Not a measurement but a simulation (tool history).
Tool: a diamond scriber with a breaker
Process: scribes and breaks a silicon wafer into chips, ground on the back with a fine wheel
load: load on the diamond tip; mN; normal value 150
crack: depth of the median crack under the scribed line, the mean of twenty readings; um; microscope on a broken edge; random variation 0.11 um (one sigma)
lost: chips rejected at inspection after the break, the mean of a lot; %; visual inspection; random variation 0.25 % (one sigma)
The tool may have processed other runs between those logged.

run   hour  load  wafers since the last listed run  hours since the diamond tip was replaced  hours since the load on the tip was calibrated  incoming depth of the damage left on the back of the incoming wafer, um  crack   lost
  1      0   150                                 0                                     753.3                                          1127.6                                                                     1.55   6.27   3.79
  2   17.7   150                                28                                       771                                          1145.3                                                                     1.58   6.37   4.72
  3   28.7   150                                17                                       782                                          1156.3                                                                     2.13    6.3   6.14
  4   43.8   183                                24                                     797.1                                          1171.4                                                                     2.15   7.42   3.61
  5   60.6   183                                26                                     813.9                                          1188.2                                                                     2.82   7.45   5.95
  6   67.1   150                                10                                     820.4                                          1194.7                                                                     2.34   6.14    6.5
  7   74.9   150                                12                                     828.2                                          1202.5                                                                     2.42    5.9    7.7
  8   81.8   182                                11                                     835.1                                          1209.4                                                                     1.99   7.61   3.03
  9   91.3   178                                15                                     844.6                                          1218.9                                                                     1.86   7.24   2.48
 10    109   118                                28                                     862.3                                          1236.6                                                                     2.79   4.52  32.59
 11  118.8   150                                15                                     872.1                                          1246.4                                                                     2.84   6.08  11.14
 12  129.4   150                                16                                     882.7                                            1257                                                                     1.61   5.96   4.38
 13  147.3   150                                28                                     900.6                                          1274.9                                                                     2.35   6.07   7.73
 14  157.6   150                                16                                     910.9                                          1285.2                                                                      1.9   6.23    5.2
 15  172.7   150                                24                                       926                                          1300.3                                                                     2.58   5.94   9.42
 16  188.8   150                                25                                     942.1                                          1316.4                                                                     1.98   5.95   6.66
 17    199   150                                16                                     952.3                                          1326.6                                                                      1.5   5.91   5.28
 18  210.4   150                                18                                     963.7                                            1338                                                                     2.46   5.85   8.26
 19  227.5   150                                27                                     980.8                                          1355.1                                                                     2.52   6.04  10.03
 20  238.9   170                                18                                     992.2                                          1366.5                                                                     2.79   6.68    5.9
 21  249.5   150                                16                                    1002.8                                          1377.1                                                                     2.93   5.97  12.16
 22  262.5   181                                20                                    1015.8                                          1390.1                                                                     2.74   7.19   5.69
 23  272.3   190                                15                                    1025.6                                          1399.9                                                                     1.71   7.47   2.66
     275.4  -- load on the tip recalibrated
 24  285.5   122                                17                                    1038.8                                            10.1                                                                     2.86   5.54  15.59
 25  338.7   187                                85                                      1092                                            63.3                                                                     2.97   8.71   7.37
 26  349.1   150                                16                                    1102.4                                            73.7                                                                     2.34   6.97   3.77
     351.5  -- diamond tip replaced by a new one
 27    362   173                                17                                      10.5                                            86.6                                                                     1.88   8.19    4.1
 28  375.6   150                                21                                      24.1                                           100.2                                                                     1.99   6.83   2.92
 29  382.8   189                                11                                      31.3                                           107.4                                                                     1.67   8.47   6.62
 30  398.3   139                                24                                      46.8                                           122.9                                                                     2.86   6.58   8.78
 31  404.9   124                                10                                      53.4                                           129.5                                                                     2.76   5.65  14.91
 32  449.3   121                                71                                      97.8                                           173.9                                                                     1.71   5.39   9.61
 33  456.2   150                                11                                     104.7                                           180.8                                                                     2.92   6.96    7.1
 34  472.7   128                                26                                     121.2                                           197.3                                                                     2.06   5.87   7.53
 35  490.3   162                                28                                     138.8                                           214.9                                                                     1.56   7.68   2.35
 36  498.5   112                                13                                       147                                           223.1                                                                     2.84   4.94  26.81
 37    515   133                                26                                     163.5                                           239.6                                                                     2.45   6.08   7.73
 38  529.5   177                                23                                       178                                           254.1                                                                     1.94   8.21   4.73
 39  539.6   175                                16                                     188.1                                           264.2                                                                     2.13   7.94   4.57
 40  545.8   124                                 9                                     194.3                                           270.4                                                                     1.96    5.7   8.97
 41  563.5   105                                28                                       212                                           288.1                                                                     2.37   4.68  27.91
 42  572.9   134                                15                                     221.4                                           297.5                                                                     2.83   6.02    9.1

How the hidden state differs across the entries between the runs, from the last listed run before each to the first after it:
In the gap between runs 23 and 24: load on the tip recalibrated (hour 275.4)
  deviation of the load on the tip from its setpoint, %: -15.1 -> -0.802
  the result without the hidden state subtracted from the measured one, crack: -1.49 -> -0.04 um; lost: -5.11 -> +0.55 %
In the gap between runs 26 and 27: diamond tip replaced by a new one (hour 351.5)
  deviation of the load on the tip from its setpoint, %: -0.837 -> -0.85
  the result without the hidden state subtracted from the measured one, crack: -0.06 -> -0.08 um; lost: +0.07 -> -0.23 %
